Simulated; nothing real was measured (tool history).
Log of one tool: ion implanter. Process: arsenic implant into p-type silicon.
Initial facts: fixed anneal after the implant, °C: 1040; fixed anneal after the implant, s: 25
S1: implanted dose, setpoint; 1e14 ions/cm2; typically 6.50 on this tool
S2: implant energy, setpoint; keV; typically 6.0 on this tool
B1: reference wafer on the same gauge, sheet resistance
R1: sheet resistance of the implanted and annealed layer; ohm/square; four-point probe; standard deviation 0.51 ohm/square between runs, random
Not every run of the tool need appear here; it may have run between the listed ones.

{"run": 1, "hour": 0.0, "S1": 7.92, "S2": 5.5, "B1": 148.87, "R1": 156.58}
{"run": 2, "hour": 27.2, "S1": 7.92, "S2": 5.5, "B1": 149.0, "R1": 157.33}
{"run": 3, "hour": 94.6, "S1": 7.92, "S2": 5.5, "B1": 148.94, "R1": 156.77}
{"run": 4, "hour": 162.5, "S1": 6.5, "S2": 6.0, "B1": 148.97, "R1": 181.9}
{"run": 5, "hour": 212.9, "S1": 6.5, "S2": 6.0, "B1": 149.0, "R1": 181.76}
{"run": 6, "hour": 257.4, "S1": 6.5, "S2": 6.0, "B1": 149.01, "R1": 182.37}
{"hour": 299.5, "done": "extraction supply calibrated"}
{"hour": 338.1, "done": "Faraday cup replaced and dose calibrated"}
{"run": 7, "hour": 373.1, "S1": 6.5, "S2": 6.0, "B1": 149.01, "R1": 178.07}
{"run": 8, "hour": 411.5, "S1": 6.5, "S2": 7.0, "B1": 148.93, "R1": 178.65}
{"run": 9, "hour": 469.2, "S1": 6.5, "S2": 7.0, "B1": 148.94, "R1": 177.75}
{"run": 10, "hour": 538.5, "S1": 6.5, "S2": 6.0, "B1": 148.93, "R1": 179.39}
{"run": 11, "hour": 564.9, "S1": 6.5, "S2": 6.0, "B1": 149.0, "R1": 179.39}
{"run": 12, "hour": 608.1, "S1": 6.5, "S2": 6.0, "B1": 149.0, "R1": 179.07}
{"run": 13, "hour": 664.9, "S1": 6.5, "S2": 6.0, "B1": 148.96, "R1": 179.09}
{"run": 14, "hour": 714.7, "S1": 6.5, "S2": 6.0, "B1": 149.04, "R1": 180.16}
{"run": 15, "hour": 770.0, "S1": 8.35, "S2": 7.5, "B1": 149.11, "R1": 148.58}
{"hour": 822.1, "done": "gauge calibrated"}
{"run": 16, "hour": 841.8, "S1": 7.69, "S2": 6.0, "B1": 149.01, "R1": 157.69}
{"run": 17, "hour": 871.0, "S1": 8.05, "S2": 6.5, "B1": 148.98, "R1": 152.84}
{"run": 18, "hour": 907.7, "S1": 8.44, "S2": 5.0, "B1": 149.15, "R1": 148.04}
{"run": 19, "hour": 959.0, "S1": 7.84, "S2": 6.5, "B1": 149.04, "R1": 156.93}
{"run": 20, "hour": 1010.7, "S1": 8.2, "S2": 6.0, "B1": 148.97, "R1": 151.04}
{"run": 21, "hour": 1074.0, "S1": 6.5, "S2": 6.0, "B1": 149.01, "R1": 178.79}
{"run": 22, "hour": 1101.9, "S1": 5.38, "S2": 7.0, "B1": 148.97, "R1": 207.87}
{"run": 23, "hour": 1144.4, "S1": 4.82, "S2": 8.0, "B1": 148.97, "R1": 225.8}
{"run": 24, "hour": 1183.0, "S1": 6.5, "S2": 6.0, "B1": 149.06, "R1": 180.26}
{"run": 25, "hour": 1215.4, "S1": 6.5, "S2": 6.0, "B1": 149.05, "R1": 180.75}
{"run": 26, "hour": 1403.4, "S1": 4.63, "S2": 6.0, "B1": 149.12, "R1": 236.03}
{"run": 27, "hour": 1428.4, "S1": 7.78, "S2": 7.0, "B1": 149.07, "R1": 157.52}
{"run": 28, "hour": 1469.6, "S1": 5.01, "S2": 6.0, "B1": 148.97, "R1": 221.81}
{"run": 29, "hour": 1540.5, "S1": 7.2, "S2": 4.0, "B1": 149.12, "R1": 169.61}
{"run": 30, "hour": 1604.1, "S1": 5.92, "S2": 5.5, "B1": 148.95, "R1": 194.02}
{"run": 31, "hour": 1648.0, "S1": 8.07, "S2": 7.0, "B1": 148.98, "R1": 153.67}
{"run": 32, "hour": 1681.7, "S1": 5.74, "S2": 7.5, "B1": 149.01, "R1": 198.26}
{"run": 33, "hour": 1712.5, "S1": 7.57, "S2": 4.5, "B1": 149.07, "R1": 162.57}
{"run": 34, "hour": 1744.8, "S1": 6.5, "S2": 6.0, "B1": 148.98, "R1": 180.87}
{"run": 35, "hour": 1804.6, "S1": 4.82, "S2": 7.5, "B1": 149.03, "R1": 227.63}
{"run": 36, "hour": 1871.4, "S1": 6.01, "S2": 4.5, "B1": 149.11, "R1": 193.35}

The same runs without the tool's hidden state, with the same run-to-run variation:
What the log doesn't record here: deviation of the true dose from the Faraday cup's reading, %; deviation of the true energy from its setpoint, %; gauge reads high (%).
run=1 R1=154.17
run=2 R1=154.87
run=3 R1=154.21
run=4 R1=178.63
run=5 R1=178.39
run=6 R1=178.90
run=7 R1=178.34
run=8 R1=178.85
run=9 R1=177.85
run=10 R1=179.36
run=11 R1=179.31
run=12 R1=178.90
run=13 R1=178.82
run=14 R1=179.80
run=15 R1=148.22
run=16 R1=157.18
run=17 R1=152.32
run=18 R1=147.49
run=19 R1=156.24
run=20 R1=150.32
run=21 R1=177.75
run=22 R1=206.58
run=23 R1=224.29
run=24 R1=179.01
run=25 R1=179.43
run=26 R1=233.76
run=27 R1=156.09
run=28 R1=219.54
run=29 R1=167.85
run=30 R1=191.78
run=31 R1=151.96
run=32 R1=195.81
run=33 R1=160.63
run=34 R1=178.55
run=35 R1=224.48
run=36 R1=190.58
